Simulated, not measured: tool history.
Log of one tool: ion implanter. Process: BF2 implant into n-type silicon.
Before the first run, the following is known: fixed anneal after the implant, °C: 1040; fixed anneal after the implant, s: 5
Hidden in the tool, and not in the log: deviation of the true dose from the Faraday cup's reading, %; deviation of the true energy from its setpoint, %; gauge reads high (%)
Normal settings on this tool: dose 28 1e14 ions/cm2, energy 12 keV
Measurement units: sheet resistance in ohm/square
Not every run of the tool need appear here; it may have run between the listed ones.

run	hour	dose	energy	wafers since the last listed run	hours since the last dose calibration	hours since the extraction supply was calibrated	hours since the gauge calibration	read-back reference wafer on the same gauge, sheet resistance	sheet resistance
1	0	28	12	0	820.9	2185.5	177.5	173.97	175.65
2	64.8	28	12	1428	885.7	2250.3	242.3	173.92	174.93
3	88.6	28	12	524	909.5	2274.1	266.1	173.96	174.92
4	111	28	12	493	931.9	2296.5	288.5	173.97	175.25
5	145.8	28	12	766	966.7	2331.3	323.3	174.15	175.14
6	168.4	28	12	498	989.3	2353.9	345.9	173.92	175.21
7	200	28	12	696	1020.9	2385.5	377.5	174.13	175.68
# hour 230.2: Faraday cup replaced and dose calibrated
8	230.7	22.47	12	500	0.5	2416.2	408.2	173.92	178.3
9	242.3	28	12	255	12.1	2427.8	419.8	173.96	175.14
10	278.1	28	12	788	47.9	2463.6	455.6	174.05	175.37
11	293.9	28	12	348	63.7	2479.4	471.4	173.94	175.32
12	312.9	28	13	418	82.7	2498.4	490.4	174.08	169.06
13	326.6	24.14	16	301	96.4	2512.1	504.1	174.01	156.82
# hour 362.6: extraction supply calibrated
14	363.1	21.19	8.5	628	132.9	0.5	540.6	173.94	204.91
15	382.7	32.47	15.5	431	152.5	20.1	560.2	173.99	154.52
16	407.2	28	12	539	177	44.6	584.7	173.89	174.72
17	420.5	33.95	11	293	190.3	57.9	598	173.99	178.73
# hour 421.8: gauge calibrated
18	447.9	35	9.5	603	217.7	85.3	26.1	174.01	189.51
19	462.5	28	12	321	232.3	99.9	40.7	174.01	175.47
20	530.8	21.52	9	1505	300.6	168.2	109	174	201.07
21	550.2	28	12	427	320	187.6	128.4	174.06	174.69
22	568.8	22.6	10.5	409	338.6	206.2	147	173.98	188.41
23	585	28	12	357	354.8	222.4	163.2	174.01	175.51
24	603.3	35.67	14	403	373.1	240.7	181.5	173.96	160.51
25	627.5	32.8	8	533	397.3	264.9	205.7	174.1	203.97

Describe how what the log doesn't record of the tool's condition differs between the last listed run preceding each entry between runs and the first listed run following it.
Logged between run 7 and run 8: Faraday cup replaced and dose calibrated (hour 230.2)
  the hidden state is the same at both runs
Logged between run 13 and run 14: extraction supply calibrated (hour 362.6)
  the hidden state is the same at both runs
Logged between run 17 and run 18: gauge calibrated (hour 421.8)
  the hidden state is the same at both runs
